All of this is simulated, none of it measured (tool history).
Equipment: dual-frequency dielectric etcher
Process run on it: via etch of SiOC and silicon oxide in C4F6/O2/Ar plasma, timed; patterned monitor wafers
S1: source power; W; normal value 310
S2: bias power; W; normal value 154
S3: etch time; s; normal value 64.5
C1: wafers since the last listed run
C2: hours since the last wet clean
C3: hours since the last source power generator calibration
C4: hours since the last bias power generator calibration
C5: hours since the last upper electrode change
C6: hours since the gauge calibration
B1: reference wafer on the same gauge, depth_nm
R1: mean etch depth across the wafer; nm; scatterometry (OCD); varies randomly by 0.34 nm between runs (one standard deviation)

| run | hour | S1 | S2 | S3 | C1 | C2 | C3 | C4 | C5 | C6 | B1 | R1 |
|---|---|---|---|---|---|---|---|---|---|---|---|---|
| 1 | 0.0 | 310 | 154 | 64.5 | 0 | 20.7 | 3998.2 | 3789.8 | 3413.0 | 131.6 | 59.0 | 65.1 |
| 2 | 30.4 | 310 | 154 | 64.5 | 320 | 51.1 | 4028.6 | 3820.2 | 3443.4 | 162.0 | 59.1 | 65.0 |
| 3 | 51.9 | 310 | 154 | 64.5 | 226 | 72.6 | 4050.1 | 3841.7 | 3464.9 | 183.5 | 59.1 | 65.2 |
| 4 | 75.4 | 310 | 154 | 64.5 | 247 | 96.1 | 4073.6 | 3865.2 | 3488.4 | 207.0 | 59.2 | 65.3 |
| 5 | 91.4 | 310 | 154 | 64.5 | 168 | 112.1 | 4089.6 | 3881.2 | 3504.4 | 223.0 | 59.2 | 64.8 |
| 6 | 117.9 | 310 | 154 | 64.5 | 279 | 138.6 | 4116.1 | 3907.7 | 3530.9 | 249.5 | 59.3 | 65.9 |
| 7 | 136.9 | 310 | 154 | 64.5 | 200 | 157.6 | 4135.1 | 3926.7 | 3549.9 | 268.5 | 58.9 | 65.6 |
| 8 | 154.4 | 310 | 154 | 64.5 | 184 | 175.1 | 4152.6 | 3944.2 | 3567.4 | 286.0 | 59.2 | 66.2 |
| 9 | 167.9 | 310 | 154 | 64.5 | 142 | 188.6 | 4166.1 | 3957.7 | 3580.9 | 299.5 | 59.0 | 66.3 |
| 10 | 209.2 | 310 | 154 | 64.5 | 435 | 229.9 | 4207.4 | 3999.0 | 3622.2 | 340.8 | 59.0 | 66.5 |
| 11 | 225.2 | 240 | 173 | 52.5 | 168 | 245.9 | 4223.4 | 4015.0 | 3638.2 | 356.8 | 59.1 | 51.7 |
| 12 | 256.6 | 310 | 154 | 64.5 | 330 | 277.3 | 4254.8 | 4046.4 | 3669.6 | 388.2 | 59.1 | 67.0 |
|  | 279.9 | source power generator calibrated |
| 13 | 335.3 | 310 | 154 | 58.0 | 787 | 356.0 | 55.4 | 4125.1 | 3748.3 | 466.9 | 59.0 | 61.3 |
|  | 359.2 | gauge calibrated |
|  | 364.6 | upper electrode replaced, of another model than before |
| 14 | 365.1 | 310 | 154 | 64.5 | 61 | 385.8 | 85.2 | 4154.9 | 0.5 | 5.9 | 59.1 | 67.5 |
|  | 400.8 | wet clean of the chamber |
|  | 401.5 | bias power generator calibrated |
| 15 | 402.0 | 310 | 119 | 83.0 | 128 | 1.2 | 122.1 | 0.5 | 37.4 | 42.8 | 59.2 | 76.4 |
| 16 | 411.9 | 310 | 154 | 45.5 | 104 | 11.1 | 132.0 | 10.4 | 47.3 | 52.7 | 59.1 | 45.2 |
| 17 | 438.6 | 310 | 154 | 64.5 | 281 | 37.8 | 158.7 | 37.1 | 74.0 | 79.4 | 59.1 | 63.8 |
| 18 | 481.1 | 380 | 117 | 73.0 | 447 | 80.3 | 201.2 | 79.6 | 116.5 | 121.9 | 59.1 | 71.1 |
| 19 | 554.9 | 310 | 154 | 64.5 | 777 | 154.1 | 275.0 | 153.4 | 190.3 | 195.7 | 59.2 | 65.5 |
| 20 | 571.1 | 360 | 118 | 54.5 | 170 | 170.3 | 291.2 | 169.6 | 206.5 | 211.9 | 59.1 | 53.2 |
| 21 | 594.4 | 310 | 154 | 51.0 | 245 | 193.6 | 314.5 | 192.9 | 229.8 | 235.2 | 59.1 | 52.0 |

Alternative continuations, all from the tool just after run 21; predict every row:
| A | 594.8 | 310 | 154 | 69.5 | 4 | 194.0 | 314.9 | 193.3 | 230.2 | 235.6 | ? | ? |
| B | 594.8 | 340 | 167 | 52.5 | 4 | 194.0 | 314.9 | 193.3 | 230.2 | 235.6 | ? | ? |
| C | 594.8 | 380 | 154 | 64.5 | 4 | 194.0 | 314.9 | 193.3 | 230.2 | 235.6 | ? | ? |
| D | 594.8 | 380 | 186 | 73.5 | 4 | 194.0 | 314.9 | 193.3 | 230.2 | 235.6 | ? | ? |

| run | B1 | R1 |
|---|---|---|
| A | 59.0 | 71.4 |
| B | 59.0 | 56.7 |
| C | 59.0 | 70.0 |
| D | 59.0 | 84.5 |
Without the tool's hidden state the same runs would have given:
| run | R1 |
|---|---|
| A | 70.2 |
| B | 55.7 |
| C | 68.8 |
| D | 83.2 |
